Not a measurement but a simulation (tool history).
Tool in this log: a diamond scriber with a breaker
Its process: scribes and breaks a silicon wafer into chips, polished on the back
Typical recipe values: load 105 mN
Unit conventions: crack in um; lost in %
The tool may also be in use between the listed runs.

| run | hour | load | wafers since the last listed run | hours since the diamond tip was replaced | hours since the load on the tip was calibrated | incoming depth of the damage left on the back of the incoming wafer, um | crack | lost |
|---|---|---|---|---|---|---|---|---|
| 1 | 0 | 105 | 0 | 11.5 | 356.7 | 0.05 | 10.2 | 2.26 |
| 2 | 22.5 | 105 | 27 | 34 | 379.2 | 0.02 | 9.99 | 2.16 |
| 3 | 60.8 | 105 | 46 | 72.3 | 417.5 | 0.03 | 10.05 | 2.11 |
| 4 | 94.8 | 105 | 41 | 106.3 | 451.5 | 0.02 | 10.11 | 2.25 |
| 5 | 127.6 | 105 | 39 | 139.1 | 484.3 | 0.03 | 9.98 | 2.94 |
| 6 | 149.4 | 121 | 26 | 160.9 | 506.1 | 0.03 | 10.61 | 1.96 |
| 7 | 163.1 | 85 | 16 | 174.6 | 519.8 | 0.02 | 8.5 | 8.24 |
| 8 | 192 | 105 | 34 | 203.5 | 548.7 | 0.02 | 9.56 | 2.87 |
| 9 | 224.1 | 90 | 38 | 235.6 | 580.8 | 0.03 | 8.43 | 7.5 |
| 10 | 249.8 | 90 | 31 | 261.3 | 606.5 | 0.04 | 8.72 | 7.72 |
| 11 | 279.8 | 93 | 36 | 291.3 | 636.5 | 0.03 | 8.81 | 6.76 |
| 12 | 296 | 93 | 19 | 307.5 | 652.7 | 0.04 | 8.62 | 6.34 |
| 13 | 316.5 | 105 | 24 | 328 | 673.2 | 0.04 | 9.1 | 3.76 |
| 14 | 351.9 | 105 | 42 | 363.4 | 708.6 | 0.02 | 9.5 | 3.81 |
| 15 | 374.5 | 105 | 27 | 386 | 731.2 | 0.04 | 9.5 | 3.69 |
| 16 | 442.4 | 92 | 81 | 453.9 | 799.1 | 0.05 | 8.56 | 7.7 |
| 17 | 475.1 | 105 | 39 | 486.6 | 831.8 | 0.02 | 9.06 | 4.57 |
| 18 | 498.3 | 113 | 27 | 509.8 | 855 | 0.01 | 9.81 | 2.76 |
| 19 | 513.7 | 127 | 18 | 525.2 | 870.4 | 0.03 | 10.34 | 2.13 |
| 20 | 534.7 | 86 | 25 | 546.2 | 891.4 | 0.05 | 8.11 | 11.87 |
| 21 | 561.2 | 76 | 31 | 572.7 | 917.9 | 0.02 | 7.48 | 18.89 |
|  | 595.8 | load on the tip recalibrated |
|  | 621.8 | diamond tip replaced by a new one |
| 22 | 650.8 | 75 | 103 | 29 | 55 | 0.03 | 7.9 | 11.1 |
| 23 | 683.6 | 126 | 39 | 61.8 | 87.8 | 0.03 | 11.08 | 2.76 |
| 24 | 699.6 | 124 | 19 | 77.8 | 103.8 | 0.04 | 10.7 | 2.16 |
| 25 | 720.8 | 105 | 25 | 99 | 125 | 0.02 | 9.79 | 2.7 |
| 26 | 752.3 | 83 | 38 | 130.5 | 156.5 | 0.05 | 8.2 | 10.44 |
| 27 | 764.5 | 85 | 14 | 142.7 | 168.7 | 0.03 | 8.37 | 9.06 |
| 28 | 784.8 | 123 | 24 | 163 | 189 | 0.01 | 10.44 | 2.01 |
| 29 | 817.4 | 134 | 39 | 195.6 | 221.6 | 0.02 | 10.95 | 2.39 |
| 30 | 836.8 | 129 | 23 | 215 | 241 | 0.02 | 10.71 | 2 |
| 31 | 852.8 | 105 | 19 | 231 | 257 | 0.02 | 9.38 | 3.72 |
| 32 | 883.8 | 128 | 37 | 262 | 288 | 0.04 | 10.51 | 1.77 |

Alternative continuations, all from the tool just after run 32; predict every row:
| A | 884.5 | 105 | 0 | 262.7 | 288.7 | 0.03 | ? | ? |
| B | 884.5 | 135 | 0 | 262.7 | 288.7 | 0.03 | ? | ? |
| C | 884.5 | 78 | 0 | 262.7 | 288.7 | 0.03 | ? | ? |
| D | 884.5 | 96 | 0 | 262.7 | 288.7 | 0.03 | ? | ? |

| run | crack | lost |
|---|---|---|
| A | 9.36 | 3.95 |
| B | 11 | 2.13 |
| C | 7.74 | 14.52 |
| D | 8.83 | 6.28 |
The same runs, with their run-to-run variation unchanged, on a tool lacking any hidden condition would have given:
| run | crack | lost |
|---|---|---|
| A | 10.57 | 1.9 |
| B | 12.43 | 5.48 |
| C | 8.74 | 6.78 |
| D | 9.98 | 2.36 |

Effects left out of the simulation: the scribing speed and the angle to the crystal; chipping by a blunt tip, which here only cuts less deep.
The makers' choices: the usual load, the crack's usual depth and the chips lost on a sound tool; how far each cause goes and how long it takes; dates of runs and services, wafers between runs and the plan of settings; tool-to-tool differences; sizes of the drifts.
